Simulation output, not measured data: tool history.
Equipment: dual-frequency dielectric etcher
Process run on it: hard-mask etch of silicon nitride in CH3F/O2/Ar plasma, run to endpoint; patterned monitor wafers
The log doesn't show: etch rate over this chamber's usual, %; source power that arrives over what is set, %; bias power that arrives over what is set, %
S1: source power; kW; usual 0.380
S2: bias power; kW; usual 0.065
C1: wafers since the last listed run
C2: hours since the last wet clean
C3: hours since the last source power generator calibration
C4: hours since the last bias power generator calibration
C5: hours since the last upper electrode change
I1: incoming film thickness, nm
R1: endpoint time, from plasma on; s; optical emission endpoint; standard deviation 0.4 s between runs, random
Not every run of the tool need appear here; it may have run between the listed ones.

{"run": 1, "hour": 0.0, "S1": 0.38, "S2": 0.065, "C1": 0, "C2": 314.0, "C3": 2356.6, "C4": 2133.4, "C5": 2441.4, "I1": 31.03, "R1": 51.6}
{"run": 2, "hour": 62.2, "S1": 0.38, "S2": 0.065, "C1": 695, "C2": 376.2, "C3": 2418.8, "C4": 2195.6, "C5": 2503.6, "I1": 31.29, "R1": 52.8}
{"hour": 146.0, "done": "wet clean of the chamber"}
{"run": 3, "hour": 146.5, "S1": 0.33, "S2": 0.065, "C1": 674, "C2": 0.5, "C3": 2503.1, "C4": 2279.9, "C5": 2587.9, "I1": 30.77, "R1": 50.6}
{"run": 4, "hour": 173.6, "S1": 0.38, "S2": 0.065, "C1": 302, "C2": 27.6, "C3": 2530.2, "C4": 2307.0, "C5": 2615.0, "I1": 30.92, "R1": 49.3}
{"run": 5, "hour": 228.3, "S1": 0.38, "S2": 0.065, "C1": 611, "C2": 82.3, "C3": 2584.9, "C4": 2361.7, "C5": 2669.7, "I1": 31.17, "R1": 49.9}
{"run": 6, "hour": 277.8, "S1": 0.38, "S2": 0.065, "C1": 553, "C2": 131.8, "C3": 2634.4, "C4": 2411.2, "C5": 2719.2, "I1": 31.16, "R1": 50.5}
{"run": 7, "hour": 316.1, "S1": 0.38, "S2": 0.065, "C1": 428, "C2": 170.1, "C3": 2672.7, "C4": 2449.5, "C5": 2757.5, "I1": 31.26, "R1": 50.9}
{"run": 8, "hour": 360.7, "S1": 0.38, "S2": 0.065, "C1": 498, "C2": 214.7, "C3": 2717.3, "C4": 2494.1, "C5": 2802.1, "I1": 31.0, "R1": 50.1}
{"hour": 394.0, "done": "bias power generator calibrated"}
{"run": 9, "hour": 394.5, "S1": 0.38, "S2": 0.065, "C1": 333, "C2": 248.5, "C3": 2751.1, "C4": 0.5, "C5": 2835.9, "I1": 30.91, "R1": 50.2}
{"run": 10, "hour": 461.8, "S1": 0.38, "S2": 0.065, "C1": 752, "C2": 315.8, "C3": 2818.4, "C4": 67.8, "C5": 2903.2, "I1": 30.91, "R1": 50.8}
{"run": 11, "hour": 509.7, "S1": 0.38, "S2": 0.065, "C1": 535, "C2": 363.7, "C3": 2866.3, "C4": 115.7, "C5": 2951.1, "I1": 31.16, "R1": 52.0}
{"hour": 570.0, "done": "wet clean of the chamber"}
{"hour": 592.6, "done": "upper electrode replaced"}
{"run": 12, "hour": 593.1, "S1": 0.34, "S2": 0.051, "C1": 411, "C2": 23.1, "C3": 2949.7, "C4": 199.1, "C5": 0.5, "I1": 30.73, "R1": 53.6}
{"run": 13, "hour": 603.6, "S1": 0.35, "S2": 0.075, "C1": 117, "C2": 33.6, "C3": 2960.2, "C4": 209.6, "C5": 11.0, "I1": 30.84, "R1": 47.7}
{"run": 14, "hour": 659.6, "S1": 0.38, "S2": 0.053, "C1": 626, "C2": 89.6, "C3": 3016.2, "C4": 265.6, "C5": 67.0, "I1": 30.94, "R1": 52.7}
{"run": 15, "hour": 690.6, "S1": 0.38, "S2": 0.074, "C1": 346, "C2": 120.6, "C3": 3047.2, "C4": 296.6, "C5": 98.0, "I1": 30.75, "R1": 47.5}
{"hour": 698.2, "done": "source power generator calibrated"}
{"run": 16, "hour": 747.1, "S1": 0.41, "S2": 0.08, "C1": 586, "C2": 177.1, "C3": 48.9, "C4": 353.1, "C5": 154.5, "I1": 31.13, "R1": 46.5}
{"run": 17, "hour": 790.8, "S1": 0.38, "S2": 0.056, "C1": 488, "C2": 220.8, "C3": 92.6, "C4": 396.8, "C5": 198.2, "I1": 31.2, "R1": 53.1}
{"run": 18, "hour": 817.5, "S1": 0.33, "S2": 0.07, "C1": 298, "C2": 247.5, "C3": 119.3, "C4": 423.5, "C5": 224.9, "I1": 30.92, "R1": 50.5}
{"run": 19, "hour": 889.2, "S1": 0.45, "S2": 0.075, "C1": 801, "C2": 319.2, "C3": 191.0, "C4": 495.2, "C5": 296.6, "I1": 30.66, "R1": 46.2}
{"run": 20, "hour": 954.0, "S1": 0.46, "S2": 0.054, "C1": 724, "C2": 384.0, "C3": 255.8, "C4": 560.0, "C5": 361.4, "I1": 31.48, "R1": 52.5}
{"hour": 1004.3, "done": "wet clean of the chamber"}
{"run": 21, "hour": 1024.5, "S1": 0.46, "S2": 0.055, "C1": 519, "C2": 20.2, "C3": 326.3, "C4": 630.5, "C5": 431.9, "I1": 30.88, "R1": 48.9}
{"run": 22, "hour": 1084.0, "S1": 0.38, "S2": 0.053, "C1": 665, "C2": 79.7, "C3": 385.8, "C4": 690.0, "C5": 491.4, "I1": 30.88, "R1": 51.7}
{"run": 23, "hour": 1130.0, "S1": 0.38, "S2": 0.065, "C1": 514, "C2": 125.7, "C3": 431.8, "C4": 736.0, "C5": 537.4, "I1": 30.58, "R1": 48.9}

How would selected steps in R1 from run to run divide? Give the signed amount a tool lacking its hidden state would still show from settings, what came in and random variation, and the signed amount left for the hidden state, including any gauge scatter that is not in both of the compared results.
Run 2 -> 3: S1 0.380 -> 0.330, wet clean of the chamber. R1 -2.2 s: hidden state -3.2, all else +1.0.
Run 16 -> 17: S1 0.410 -> 0.380, S2 0.080 -> 0.056. R1 +6.6 s: hidden state +0.4, all else +6.2.
Run 19 -> 20: S1 0.450 -> 0.460, S2 0.075 -> 0.054. R1 +6.3 s: hidden state +0.7, all else +5.6.
Run 20 -> 21: S2 0.054 -> 0.055, wet clean of the chamber. R1 -3.6 s: hidden state -2.7, all else -0.9.
